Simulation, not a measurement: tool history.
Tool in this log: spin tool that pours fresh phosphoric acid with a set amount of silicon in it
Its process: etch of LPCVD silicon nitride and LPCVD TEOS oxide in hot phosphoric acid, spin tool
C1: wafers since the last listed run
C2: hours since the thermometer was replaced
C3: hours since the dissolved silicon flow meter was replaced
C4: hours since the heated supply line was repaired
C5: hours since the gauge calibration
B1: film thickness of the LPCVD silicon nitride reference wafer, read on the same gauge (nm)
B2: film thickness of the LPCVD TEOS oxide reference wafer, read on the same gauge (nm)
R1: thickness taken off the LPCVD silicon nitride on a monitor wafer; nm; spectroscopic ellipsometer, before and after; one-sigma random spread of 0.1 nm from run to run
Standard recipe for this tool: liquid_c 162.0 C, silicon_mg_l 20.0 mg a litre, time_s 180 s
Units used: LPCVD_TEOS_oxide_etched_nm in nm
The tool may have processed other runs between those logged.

Run 1, hour 0.0: usual settings but liquid_c 162.5 C; C1 0; C2 663.9; C3 1447.5; C4 1017.3; C5 315.2; B1 118.53; B2 49.396. Result: R1 16.24 nm, LPCVD_TEOS_oxide_etched_nm 0.583 nm.
Run 2, hour 24.2: usual settings but liquid_c 162.5 C; C1 222; C2 688.1; C3 1471.7; C4 1041.5; C5 339.4; B1 118.40; B2 49.340. Result: R1 16.32 nm, LPCVD_TEOS_oxide_etched_nm 0.539 nm.
Run 3, hour 55.1: usual settings but silicon_mg_l 29.5 mg a litre, time_s 95 s; C1 284; C2 719.0; C3 1502.6; C4 1072.4; C5 370.3; B1 118.27; B2 49.286. Result: R1 8.40 nm, LPCVD_TEOS_oxide_etched_nm 0.211 nm.
Run 4, hour 96.0: usual settings; C1 376; C2 759.9; C3 1543.5; C4 1113.3; C5 411.2; B1 118.09; B2 49.189. Result: R1 16.02 nm, LPCVD_TEOS_oxide_etched_nm 0.572 nm.
Run 5, hour 147.5: usual settings; C1 473; C2 811.4; C3 1595.0; C4 1164.8; C5 462.7; B1 117.85; B2 49.116. Result: R1 15.95 nm, LPCVD_TEOS_oxide_etched_nm 0.545 nm.
Run 6, hour 192.0: usual settings but time_s 260 s; C1 409; C2 855.9; C3 1639.5; C4 1209.3; C5 507.2; B1 117.64; B2 49.012. Result: R1 22.75 nm, LPCVD_TEOS_oxide_etched_nm 0.769 nm.
Run 7, hour 239.6: usual settings but liquid_c 163.0 C; C1 437; C2 903.5; C3 1687.1; C4 1256.9; C5 554.8; B1 117.38; B2 48.942. Result: R1 16.48 nm, LPCVD_TEOS_oxide_etched_nm 0.594 nm.
Run 8, hour 268.1: usual settings; C1 262; C2 932.0; C3 1715.6; C4 1285.4; C5 583.3; B1 117.23; B2 48.868. Result: R1 15.78 nm, LPCVD_TEOS_oxide_etched_nm 0.551 nm.
Run 9, hour 309.7: usual settings; C1 382; C2 973.6; C3 1757.2; C4 1327.0; C5 624.9; B1 117.06; B2 48.773. Result: R1 15.95 nm, LPCVD_TEOS_oxide_etched_nm 0.553 nm.
Run 10, hour 348.4: usual settings but liquid_c 163.5 C; C1 355; C2 1012.3; C3 1795.9; C4 1365.7; C5 663.6; B1 116.85; B2 48.685. Result: R1 16.60 nm, LPCVD_TEOS_oxide_etched_nm 0.599 nm.
At hour 384.9: gauge calibrated.
Run 11, hour 385.1: usual settings; C1 337; C2 1049.0; C3 1832.6; C4 1402.4; C5 0.2; B1 120.31; B2 50.132. Result: R1 16.09 nm, LPCVD_TEOS_oxide_etched_nm 0.545 nm.
Run 12, hour 437.2: usual settings but liquid_c 160.0 C, time_s 70 s; C1 479; C2 1101.1; C3 1884.7; C4 1454.5; C5 52.3; B1 120.03; B2 50.028. Result: R1 5.94 nm, LPCVD_TEOS_oxide_etched_nm 0.206 nm.
At hour 466.1: thermometer replaced.
Run 13, hour 476.3: usual settings; C1 350; C2 10.2; C3 1923.8; C4 1493.6; C5 91.4; B1 119.86; B2 49.960. Result: R1 16.02 nm, LPCVD_TEOS_oxide_etched_nm 0.525 nm.
At hour 508.4: dissolved silicon flow meter replaced.
Run 14, hour 543.9: usual settings but liquid_c 160.0 C, silicon_mg_l 6.5 mg a litre, time_s 120 s; C1 612; C2 77.8; C3 35.5; C4 1561.2; C5 159.0; B1 119.53; B2 49.805. Result: R1 9.98 nm, LPCVD_TEOS_oxide_etched_nm 0.456 nm.
At hour 562.1: heated supply line repaired.
Run 15, hour 570.3: usual settings but silicon_mg_l 27.0 mg a litre; C1 233; C2 104.2; C3 61.9; C4 8.2; C5 185.4; B1 119.39; B2 49.757. Result: R1 16.14 nm, LPCVD_TEOS_oxide_etched_nm 0.422 nm.
Run 16, hour 606.0: usual settings but silicon_mg_l 14.5 mg a litre, time_s 85 s; C1 328; C2 139.9; C3 97.6; C4 43.9; C5 221.1; B1 119.25; B2 49.683. Result: R1 7.65 nm, LPCVD_TEOS_oxide_etched_nm 0.299 nm.
Run 17, hour 668.6: usual settings but liquid_c 161.0 C, silicon_mg_l 26.5 mg a litre; C1 575; C2 202.5; C3 160.2; C4 106.5; C5 283.7; B1 118.97; B2 49.541. Result: R1 15.56 nm, LPCVD_TEOS_oxide_etched_nm 0.392 nm.
Run 18, hour 694.5: usual settings but silicon_mg_l 12.0 mg a litre, time_s 270 s; C1 238; C2 228.4; C3 186.1; C4 132.4; C5 309.6; B1 118.83; B2 49.492. Result: R1 24.01 nm, LPCVD_TEOS_oxide_etched_nm 1.030 nm.
Run 19, hour 734.9: usual settings but liquid_c 160.5 C, time_s 235 s; C1 371; C2 268.8; C3 226.5; C4 172.8; C5 350.0; B1 118.61; B2 49.411. Result: R1 19.87 nm, LPCVD_TEOS_oxide_etched_nm 0.623 nm.

What if the next run were any one of these 4? Each begins from the tool's condition after run 19:
Run A, hour 735.4: usual settings; C1 4; C2 269.3; C3 227.0; C4 173.3; C5 350.5; B1 ?; B2 ?. Result: R1 ?, LPCVD_TEOS_oxide_etched_nm ?.
Run B, hour 735.4: usual settings but liquid_c 161.0 C; C1 4; C2 269.3; C3 227.0; C4 173.3; C5 350.5; B1 ?; B2 ?. Result: R1 ?, LPCVD_TEOS_oxide_etched_nm ?.
Run C, hour 735.4: usual settings but time_s 125 s; C1 4; C2 269.3; C3 227.0; C4 173.3; C5 350.5; B1 ?; B2 ?. Result: R1 ?, LPCVD_TEOS_oxide_etched_nm ?.
Run D, hour 735.4: usual settings but liquid_c 160.0 C, silicon_mg_l 25.0 mg a litre, time_s 220 s; C1 4; C2 269.3; C3 227.0; C4 173.3; C5 350.5; B1 ?; B2 ?. Result: R1 ?, LPCVD_TEOS_oxide_etched_nm ?.

run      B1      B2     R1  LPCVD_TEOS_oxide_etched_nm
  A  118.62  49.414  15.87                       0.553
  B  118.62  49.414  15.35                       0.513
  C  118.62  49.414  11.02                       0.384
  D  118.62  49.414  18.14                       0.500
With no hidden state in the tool, these same runs would have given:
run     R1  LPCVD_TEOS_oxide_etched_nm
  A  16.05                       0.559
  B  15.52                       0.519
  C  11.15                       0.388
  D  18.35                       0.505
